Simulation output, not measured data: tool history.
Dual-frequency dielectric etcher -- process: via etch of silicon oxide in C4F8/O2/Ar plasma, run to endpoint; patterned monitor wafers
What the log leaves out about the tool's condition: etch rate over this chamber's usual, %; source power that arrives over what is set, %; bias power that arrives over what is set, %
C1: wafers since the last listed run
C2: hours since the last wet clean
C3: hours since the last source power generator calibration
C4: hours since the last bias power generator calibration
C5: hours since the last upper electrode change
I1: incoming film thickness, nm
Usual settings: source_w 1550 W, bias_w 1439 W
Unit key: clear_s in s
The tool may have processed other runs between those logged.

run 1 hour=0 | source_w=1550 bias_w=1439 | C1=0 C2=422.1 C3=1042.1 C4=1927.3 C5=3000.9 | I1=1053.2 | clear_s=258.3
run 2 hour=65.7 | source_w=1550 bias_w=1439 | C1=490 C2=487.8 C3=1107.8 C4=1993 C5=3066.6 | I1=1045.5 | clear_s=256.6
run 3 hour=125.3 | source_w=1550 bias_w=1439 | C1=444 C2=547.4 C3=1167.4 C4=2052.6 C5=3126.2 | I1=1065.6 | clear_s=260.4
-- hour=186.3 wet clean of the chamber
run 4 hour=186.8 | source_w=1550 bias_w=1724 | C1=279 C2=0.5 C3=1228.9 C4=2114.1 C5=3187.7 | I1=1053.4 | clear_s=245.1
run 5 hour=258.5 | source_w=1550 bias_w=1724 | C1=534 C2=72.2 C3=1300.6 C4=2185.8 C5=3259.4 | I1=1059.7 | clear_s=248.6
run 6 hour=349.8 | source_w=1550 bias_w=1724 | C1=681 C2=163.5 C3=1391.9 C4=2277.1 C5=3350.7 | I1=1044.4 | clear_s=247.6
-- hour=367.2 source power generator calibrated
run 7 hour=392.4 | source_w=1790 bias_w=1439 | C1=287 C2=206.1 C3=25.2 C4=2319.7 C5=3393.3 | I1=1048.9 | clear_s=229.3
run 8 hour=475.6 | source_w=1790 bias_w=1439 | C1=620 C2=289.3 C3=108.4 C4=2402.9 C5=3476.5 | I1=1057 | clear_s=232.3
run 9 hour=552.1 | source_w=1550 bias_w=1439 | C1=570 C2=365.8 C3=184.9 C4=2479.4 C5=3553 | I1=1068.7 | clear_s=255.5
run 10 hour=641.6 | source_w=1550 bias_w=1439 | C1=667 C2=455.3 C3=274.4 C4=2568.9 C5=3642.5 | I1=1079.5 | clear_s=260
run 11 hour=679.9 | source_w=1550 bias_w=1439 | C1=285 C2=493.6 C3=312.7 C4=2607.2 C5=3680.8 | I1=1073.5 | clear_s=258.4
run 12 hour=768.1 | source_w=1550 bias_w=1439 | C1=658 C2=581.8 C3=400.9 C4=2695.4 C5=3769 | I1=1060.9 | clear_s=253.4
-- hour=816.7 wet clean of the chamber
-- hour=895.7 upper electrode replaced
run 13 hour=1075.4 | source_w=1550 bias_w=1344 | C1=1934 C2=258.7 C3=708.2 C4=3002.7 C5=179.7 | I1=1059.7 | clear_s=262.9
run 14 hour=1142.9 | source_w=1550 bias_w=1344 | C1=503 C2=326.2 C3=775.7 C4=3070.2 C5=247.2 | I1=1056.5 | clear_s=260.3
run 15 hour=1249.2 | source_w=1320 bias_w=1439 | C1=793 C2=432.5 C3=882 C4=3176.5 C5=353.5 | I1=1050.3 | clear_s=285.2
run 16 hour=1315 | source_w=1840 bias_w=1131 | C1=490 C2=498.3 C3=947.8 C4=3242.3 C5=419.3 | I1=1045.9 | clear_s=244.2
-- hour=1365.6 wet clean of the chamber
run 17 hour=1416.4 | source_w=1550 bias_w=1439 | C1=577 C2=50.8 C3=1049.2 C4=3343.7 C5=520.7 | I1=1053.5 | clear_s=259.3
run 18 hour=1473 | source_w=1550 bias_w=1439 | C1=422 C2=107.4 C3=1105.8 C4=3400.3 C5=577.3 | I1=1053.4 | clear_s=256.9
run 19 hour=1568.4 | source_w=1810 bias_w=1153 | C1=711 C2=202.8 C3=1201.2 C4=3495.7 C5=672.7 | I1=1051.3 | clear_s=247.3
run 20 hour=1652.1 | source_w=1740 bias_w=1313 | C1=624 C2=286.5 C3=1284.9 C4=3579.4 C5=756.4 | I1=1058.3 | clear_s=249.5
-- hour=1765.7 source power generator calibrated
run 21 hour=1779.5 | source_w=1550 bias_w=1439 | C1=920 C2=413.9 C3=13.8 C4=3706.8 C5=883.8 | I1=1051.9 | clear_s=254.6
run 22 hour=1823.2 | source_w=1250 bias_w=1153 | C1=326 C2=457.6 C3=57.5 C4=3750.5 C5=927.5 | I1=1051.8 | clear_s=318.9
run 23 hour=1860.8 | source_w=1550 bias_w=1439 | C1=280 C2=495.2 C3=95.1 C4=3788.1 C5=965.1 | I1=1054.4 | clear_s=256.5

Predict the results of run 24:
run 24 hour=1912.8 | source_w=1200 bias_w=1439 | C1=387 C2=547.2 C3=147.1 C4=3840.1 C5=1017.1 | I1=1054.4 | clear_s=?

Logged for run 24: clear_s 305 s.
On a tool with no hidden condition, and with the same random variation, this run would have come out at clear_s 304.3 s.
